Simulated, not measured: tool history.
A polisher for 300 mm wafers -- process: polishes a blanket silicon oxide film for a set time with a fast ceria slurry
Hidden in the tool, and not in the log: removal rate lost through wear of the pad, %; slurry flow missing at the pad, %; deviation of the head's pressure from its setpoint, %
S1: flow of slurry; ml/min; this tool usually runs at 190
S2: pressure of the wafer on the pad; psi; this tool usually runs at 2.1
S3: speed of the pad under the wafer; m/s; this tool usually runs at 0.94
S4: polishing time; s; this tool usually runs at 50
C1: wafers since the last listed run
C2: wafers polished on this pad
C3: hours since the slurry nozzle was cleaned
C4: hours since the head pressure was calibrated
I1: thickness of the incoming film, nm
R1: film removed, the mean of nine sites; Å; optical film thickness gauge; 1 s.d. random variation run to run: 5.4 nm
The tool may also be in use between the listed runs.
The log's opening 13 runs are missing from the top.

| run | day | S1 | S2 | S3 | S4 | C1 | C2 | C3 | C4 | I1 | R1 |
|---|---|---|---|---|---|---|---|---|---|---|---|
|  | 12.862 | slurry nozzle cleaned |
|  | 13.221 | worn pad replaced by a new one |
| 14 | 13.875 | 190 | 2.1 | 0.94 | 36 | 234 | 134 | 24.3 | 1221.8 | 2288 | 3731 |
| 15 | 14.633 | 190 | 2.1 | 0.94 | 36 | 155 | 289 | 42.5 | 1240 | 2329.3 | 3759 |
| 16 | 16.05 | 215 | 1.6 | 0.94 | 50 | 290 | 580 | 76.5 | 1274 | 2257.4 | 4024 |
| 17 | 16.771 | 230 | 2.3 | 0.84 | 63 | 148 | 728 | 93.8 | 1291.3 | 2257.1 | 6575 |
| 18 | 17.962 | 190 | 2.7 | 1.2 | 59 | 244 | 973 | 122.4 | 1319.9 | 2263.7 | 9672 |
| 19 | 19.2 | 190 | 1.9 | 0.94 | 32 | 254 | 1227 | 152.1 | 1349.6 | 2303.2 | 3019 |
|  | 20.671 | worn pad replaced by a new one |
| 20 | 20.692 | 190 | 2.1 | 0.94 | 50 | 272 | 4 | 187.9 | 1385.4 | 2276.4 | 5182 |
|  | 22.367 | slurry nozzle cleaned |
| 21 | 23.571 | 255 | 1.7 | 1.14 | 60 | 582 | 587 | 28.9 | 1454.5 | 2244 | 6265 |
| 22 | 24.638 | 245 | 2.1 | 0.8 | 50 | 219 | 806 | 54.5 | 1480.1 | 2300.2 | 4680 |
| 23 | 25.954 | 125 | 2.1 | 0.94 | 50 | 270 | 1076 | 86.1 | 1511.7 | 2303.1 | 4890 |
|  | 26.1 | head pressure recalibrated |
|  | 26.483 | worn pad replaced by a new one |
| 24 | 26.583 | 240 | 2.1 | 1.24 | 50 | 77 | 20 | 101.2 | 11.6 | 2340.2 | 6897 |
| 25 | 27.288 | 135 | 1.6 | 0.94 | 50 | 144 | 165 | 118.1 | 28.5 | 2297.6 | 3774 |
| 26 | 28.242 | 190 | 1.8 | 0.94 | 64 | 195 | 361 | 141 | 51.4 | 2332.1 | 5721 |
| 27 | 28.846 | 190 | 1.5 | 0.94 | 59 | 124 | 485 | 155.5 | 65.9 | 2313.4 | 4356 |
| 28 | 29.833 | 190 | 2.3 | 1.14 | 45 | 202 | 688 | 179.2 | 89.6 | 2319.1 | 6077 |
| 29 | 30.788 | 140 | 2.1 | 0.76 | 33 | 195 | 884 | 202.1 | 112.5 | 2292.5 | 2730 |
|  | 30.871 | slurry nozzle cleaned |
| 30 | 31.962 | 190 | 2.1 | 0.94 | 50 | 232 | 1116 | 26.2 | 140.7 | 2313.1 | 5181 |
| 31 | 32.529 | 190 | 2.1 | 0.94 | 50 | 116 | 1233 | 39.8 | 154.3 | 2279.7 | 5207 |
| 32 | 33.171 | 190 | 1.4 | 1.22 | 44 | 131 | 1364 | 55.2 | 169.7 | 2278.2 | 3891 |
|  | 33.492 | worn pad replaced by a new one |
| 33 | 33.838 | 150 | 2.1 | 0.94 | 50 | 102 | 71 | 71.2 | 185.7 | 2294.9 | 4992 |

5 options for the next run, each taken on its own from the tool as it stands now. Forecast them:
| A | 33.854 | 190 | 2.1 | 0.94 | 50 | 3 | 74 | 71.6 | 186.1 | 2314.8 | ? |
| B | 33.854 | 190 | 1.8 | 1.12 | 50 | 3 | 74 | 71.6 | 186.1 | 2314.8 | ? |
| C | 33.854 | 190 | 2.4 | 0.94 | 50 | 3 | 74 | 71.6 | 186.1 | 2314.8 | ? |
| D | 33.854 | 190 | 2.4 | 0.64 | 42 | 3 | 74 | 71.6 | 186.1 | 2314.8 | ? |
| E | 33.854 | 165 | 2.5 | 1.1 | 50 | 3 | 74 | 71.6 | 186.1 | 2314.8 | ? |

| run | R1 |
|---|---|
| A | 5088 |
| B | 5106 |
| C | 5815 |
| D | 3495 |
| E | 6839 |
Without the tool's hidden state the same runs would have given:
| run | R1 |
|---|---|
| A | 5088 |
| B | 5106 |
| C | 5815 |
| D | 3495 |
| E | 6839 |
